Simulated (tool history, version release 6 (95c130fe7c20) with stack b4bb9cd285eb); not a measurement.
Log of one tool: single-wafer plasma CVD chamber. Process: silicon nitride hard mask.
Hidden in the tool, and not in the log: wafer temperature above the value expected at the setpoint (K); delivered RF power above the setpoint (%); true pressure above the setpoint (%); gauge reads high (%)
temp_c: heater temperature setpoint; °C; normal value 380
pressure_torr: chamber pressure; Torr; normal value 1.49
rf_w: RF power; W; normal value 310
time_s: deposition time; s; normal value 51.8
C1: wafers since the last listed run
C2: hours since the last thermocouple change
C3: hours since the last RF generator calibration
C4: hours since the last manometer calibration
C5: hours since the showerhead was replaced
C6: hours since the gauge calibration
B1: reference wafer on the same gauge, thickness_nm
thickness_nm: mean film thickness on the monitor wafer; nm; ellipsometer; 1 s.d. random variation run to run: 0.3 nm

run 1 hour=0.0 | temp_c=380 pressure_torr=1.49 rf_w=310 time_s=51.8 | C1=0 C2=691.9 C3=808.0 C4=1251.5 C5=4213.5 C6=324.2 | B1=72.691 | thickness_nm=66.030
-- hour=48.2 capacitance manometer re-zeroed and calibrated
run 2 hour=93.4 | temp_c=370 pressure_torr=1.49 rf_w=275 time_s=51.8 | C1=1513 C2=785.3 C3=901.4 C4=45.2 C5=4306.9 C6=417.6 | B1=72.699 | thickness_nm=63.725
run 3 hour=150.1 | temp_c=389 pressure_torr=1.21 rf_w=310 time_s=51.8 | C1=1005 C2=842.0 C3=958.1 C4=101.9 C5=4363.6 C6=474.3 | B1=72.777 | thickness_nm=61.956
run 4 hour=261.4 | temp_c=389 pressure_torr=1.21 rf_w=310 time_s=51.8 | C1=1972 C2=953.3 C3=1069.4 C4=213.2 C5=4474.9 C6=585.6 | B1=72.734 | thickness_nm=61.641
run 5 hour=307.7 | temp_c=389 pressure_torr=1.21 rf_w=310 time_s=51.8 | C1=820 C2=999.6 C3=1115.7 C4=259.5 C5=4521.2 C6=631.9 | B1=72.645 | thickness_nm=61.974
-- hour=366.8 thermocouple changed; heater temperature recalibrated
run 6 hour=390.2 | temp_c=380 pressure_torr=1.49 rf_w=265 time_s=51.8 | C1=1320 C2=23.4 C3=1198.2 C4=342.0 C5=4603.7 C6=714.4 | B1=72.717 | thickness_nm=62.493
run 7 hour=487.2 | temp_c=380 pressure_torr=1.49 rf_w=310 time_s=51.8 | C1=1719 C2=120.4 C3=1295.2 C4=439.0 C5=4700.7 C6=811.4 | B1=72.803 | thickness_nm=67.481
-- hour=508.5 showerhead replaced
run 8 hour=581.2 | temp_c=380 pressure_torr=1.49 rf_w=310 time_s=51.8 | C1=1524 C2=214.4 C3=1389.2 C4=533.0 C5=72.7 C6=905.4 | B1=72.730 | thickness_nm=66.932
-- hour=645.0 RF generator calibrated
run 9 hour=646.2 | temp_c=380 pressure_torr=1.49 rf_w=310 time_s=51.8 | C1=1010 C2=279.4 C3=1.2 C4=598.0 C5=137.7 C6=970.4 | B1=72.706 | thickness_nm=67.221
run 10 hour=682.7 | temp_c=380 pressure_torr=1.49 rf_w=310 time_s=51.8 | C1=647 C2=315.9 C3=37.7 C4=634.5 C5=174.2 C6=1006.9 | B1=72.601 | thickness_nm=66.450
run 11 hour=754.8 | temp_c=380 pressure_torr=1.49 rf_w=310 time_s=51.8 | C1=1278 C2=388.0 C3=109.8 C4=706.6 C5=246.3 C6=1079.0 | B1=72.634 | thickness_nm=67.108
run 12 hour=857.8 | temp_c=380 pressure_torr=1.49 rf_w=335 time_s=51.8 | C1=1825 C2=491.0 C3=212.8 C4=809.6 C5=349.3 C6=1182.0 | B1=72.663 | thickness_nm=70.063
run 13 hour=912.7 | temp_c=380 pressure_torr=1.49 rf_w=310 time_s=51.8 | C1=973 C2=545.9 C3=267.7 C4=864.5 C5=404.2 C6=1236.9 | B1=72.547 | thickness_nm=67.229
run 14 hour=1006.4 | temp_c=372 pressure_torr=1.49 rf_w=275 time_s=51.8 | C1=1660 C2=639.6 C3=361.4 C4=958.2 C5=497.9 C6=1330.6 | B1=72.792 | thickness_nm=63.661
run 15 hour=1100.0 | temp_c=385 pressure_torr=1.64 rf_w=310 time_s=51.8 | C1=1659 C2=733.2 C3=455.0 C4=1051.8 C5=591.5 C6=1424.2 | B1=72.649 | thickness_nm=69.080
run 16 hour=1180.1 | temp_c=375 pressure_torr=1.49 rf_w=310 time_s=45.2 | C1=1419 C2=813.3 C3=535.1 C4=1131.9 C5=671.6 C6=1504.3 | B1=72.651 | thickness_nm=58.056
run 17 hour=1286.5 | temp_c=380 pressure_torr=1.49 rf_w=310 time_s=51.8 | C1=1886 C2=919.7 C3=641.5 C4=1238.3 C5=778.0 C6=1610.7 | B1=72.749 | thickness_nm=65.992
run 18 hour=1362.2 | temp_c=394 pressure_torr=1.83 rf_w=365 time_s=51.8 | C1=1341 C2=995.4 C3=717.2 C4=1314.0 C5=853.7 C6=1686.4 | B1=72.696 | thickness_nm=75.832
-- hour=1373.0 capacitance manometer re-zeroed and calibrated
run 19 hour=1464.1 | temp_c=387 pressure_torr=1.15 rf_w=260 time_s=43.3 | C1=1664 C2=1097.3 C3=819.1 C4=91.1 C5=955.6 C6=1788.3 | B1=72.683 | thickness_nm=47.025
-- hour=1501.9 thermocouple changed; heater temperature recalibrated
-- hour=1518.1 gauge calibrated
run 20 hour=1552.6 | temp_c=380 pressure_torr=1.49 rf_w=295 time_s=51.8 | C1=1426 C2=50.7 C3=907.6 C4=179.6 C5=1044.1 C6=34.5 | B1=72.766 | thickness_nm=66.504
run 21 hour=1603.0 | temp_c=373 pressure_torr=1.49 rf_w=355 time_s=59.0 | C1=893 C2=101.1 C3=958.0 C4=230.0 C5=1094.5 C6=84.9 | B1=72.669 | thickness_nm=82.115
run 22 hour=1640.8 | temp_c=380 pressure_torr=1.86 rf_w=325 time_s=51.8 | C1=670 C2=138.9 C3=995.8 C4=267.8 C5=1132.3 C6=122.7 | B1=72.626 | thickness_nm=74.479
run 23 hour=1686.2 | temp_c=380 pressure_torr=1.78 rf_w=260 time_s=51.8 | C1=804 C2=184.3 C3=1041.2 C4=313.2 C5=1177.7 C6=168.1 | B1=72.632 | thickness_nm=66.181
run 24 hour=1755.9 | temp_c=394 pressure_torr=1.69 rf_w=260 time_s=57.5 | C1=1235 C2=254.0 C3=1110.9 C4=382.9 C5=1247.4 C6=237.8 | B1=72.731 | thickness_nm=71.556
run 25 hour=1862.1 | temp_c=370 pressure_torr=1.49 rf_w=275 time_s=51.8 | C1=1882 C2=360.2 C3=1217.1 C4=489.1 C5=1353.6 C6=344.0 | B1=72.743 | thickness_nm=64.141
run 26 hour=1967.3 | temp_c=380 pressure_torr=1.86 rf_w=325 time_s=51.8 | C1=1864 C2=465.4 C3=1322.3 C4=594.3 C5=1458.8 C6=449.2 | B1=72.716 | thickness_nm=74.398
run 27 hour=2004.4 | temp_c=380 pressure_torr=1.49 rf_w=285 time_s=51.8 | C1=657 C2=502.5 C3=1359.4 C4=631.4 C5=1495.9 C6=486.3 | B1=72.710 | thickness_nm=63.900
-- hour=2076.8 RF generator calibrated
run 28 hour=2078.4 | temp_c=380 pressure_torr=1.49 rf_w=310 time_s=51.8 | C1=1169 C2=576.5 C3=1.6 C4=705.4 C5=1569.9 C6=560.3 | B1=72.668 | thickness_nm=67.280

What if the next run were any one of these 4? Each begins from the tool's condition after run 28:
run A hour=2078.8 | temp_c=380 pressure_torr=1.49 rf_w=310 time_s=58.3 | C1=7 C2=576.9 C3=2.0 C4=705.8 C5=1570.3 C6=560.7 | B1=? | thickness_nm=?
run B hour=2078.8 | temp_c=367 pressure_torr=1.49 rf_w=275 time_s=51.8 | C1=7 C2=576.9 C3=2.0 C4=705.8 C5=1570.3 C6=560.7 | B1=? | thickness_nm=?
run C hour=2078.8 | temp_c=366 pressure_torr=1.49 rf_w=330 time_s=61.1 | C1=7 C2=576.9 C3=2.0 C4=705.8 C5=1570.3 C6=560.7 | B1=? | thickness_nm=?
run D hour=2078.8 | temp_c=391 pressure_torr=1.23 rf_w=310 time_s=44.1 | C1=7 C2=576.9 C3=2.0 C4=705.8 C5=1570.3 C6=560.7 | B1=? | thickness_nm=?

run=A B1=72.654 thickness_nm=75.616
run=B B1=72.654 thickness_nm=63.948
run=C B1=72.654 thickness_nm=82.106
run=D B1=72.654 thickness_nm=52.859
With the hidden condition removed and each run's random variation left untouched, the same runs would have given:
run=A thickness_nm=76.178
run=B thickness_nm=64.423
run=C thickness_nm=82.717
run=D thickness_nm=53.281
